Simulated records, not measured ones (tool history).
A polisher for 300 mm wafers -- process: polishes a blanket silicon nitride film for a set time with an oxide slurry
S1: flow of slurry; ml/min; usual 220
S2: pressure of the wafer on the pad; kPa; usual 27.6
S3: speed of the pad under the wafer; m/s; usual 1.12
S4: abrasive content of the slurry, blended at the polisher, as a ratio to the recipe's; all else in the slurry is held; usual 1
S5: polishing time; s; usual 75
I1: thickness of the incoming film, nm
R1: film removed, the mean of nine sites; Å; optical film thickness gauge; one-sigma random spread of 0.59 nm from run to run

run	hour	S1	S2	S3	S4	S5	I1	R1
1	0	220	27.6	1.12	0.9	75	502.9	656
# hour 39.5: slurry blender recalibrated
2	61.6	220	27.6	0.94	1	75	509	592
# hour 107.2: worn pad replaced by a new one
3	115.1	220	27.6	1.4	1	75	492.6	808
4	174.5	220	27.6	1.12	1	75	506.9	680
5	220.8	220	27.6	1.12	1	75	493.4	685
6	266.5	220	27.6	1.12	1	75	510.1	673
7	295.8	220	27.6	1.12	1	75	496	674
# hour 336.7: conditioning disc replaced and pad reconditioned
# hour 348.9: slurry blender recalibrated
8	365.7	220	27.6	1.12	1	75	505.3	671
9	399.9	220	27.6	1.12	1	75	493.5	657
# hour 412.9: worn pad replaced by a new one
10	465.1	220	23.4	1.12	1	75	493.8	599
11	502.8	220	27.6	1.12	1	75	498.8	678
# hour 504: slurry nozzle cleaned
# hour 531.3: head pressure recalibrated
12	562.2	220	27.6	0.92	1	75	499.7	582
13	602.8	250	27.6	0.92	0.75	52	509.7	374
# hour 636.7: slurry blender recalibrated
14	648.8	220	27.6	1.12	1.15	75	500.6	701
# hour 682.2: worn pad replaced by a new one
15	700.6	220	27.6	1.12	1	75	506.1	679
# hour 821.2: conditioning disc replaced and pad reconditioned
16	897	275	22.8	1.52	0.75	75	503.2	688
# hour 915: slurry blender recalibrated
# hour 953.9: worn pad replaced by a new one
17	954.4	220	27.6	1.12	1	75	496.8	682
18	1023.4	220	32.4	1.12	1	83	499.9	850
19	1066.1	165	22.1	0.76	1	61	500.7	334
20	1118	220	27.6	1.12	1	89	497.9	784
# hour 1172.7: slurry blender recalibrated
21	1181.5	285	27.6	1.3	1	75	502.2	756
# hour 1233: worn pad replaced by a new one
22	1252.5	220	20	1.46	0.85	53	495.9	447
# hour 1279.9: slurry nozzle cleaned
# hour 1282.1: conditioning disc replaced and pad reconditioned
23	1298.6	220	27.6	1.12	1	75	502.3	680
24	1326.4	220	27.6	1.12	1	75	496.4	682
25	1388.1	220	23.4	0.9	1	75	502.1	507

Below are 4 alternative next runs, each starting from the tool's condition after run 25. Predict each:
A	1388.6	220	27.6	1.12	1	75	505.2	?
B	1388.6	155	27.6	1.12	1	75	505.2	?
C	1388.6	150	27.6	1.12	1	57	505.2	?
D	1388.6	220	27.6	1.12	1.2	75	505.2	?

run	R1
A	681
B	643
C	485
D	722
Had the tool no hidden state, the same runs would have come out as:
run	R1
A	696
B	657
C	496
D	738
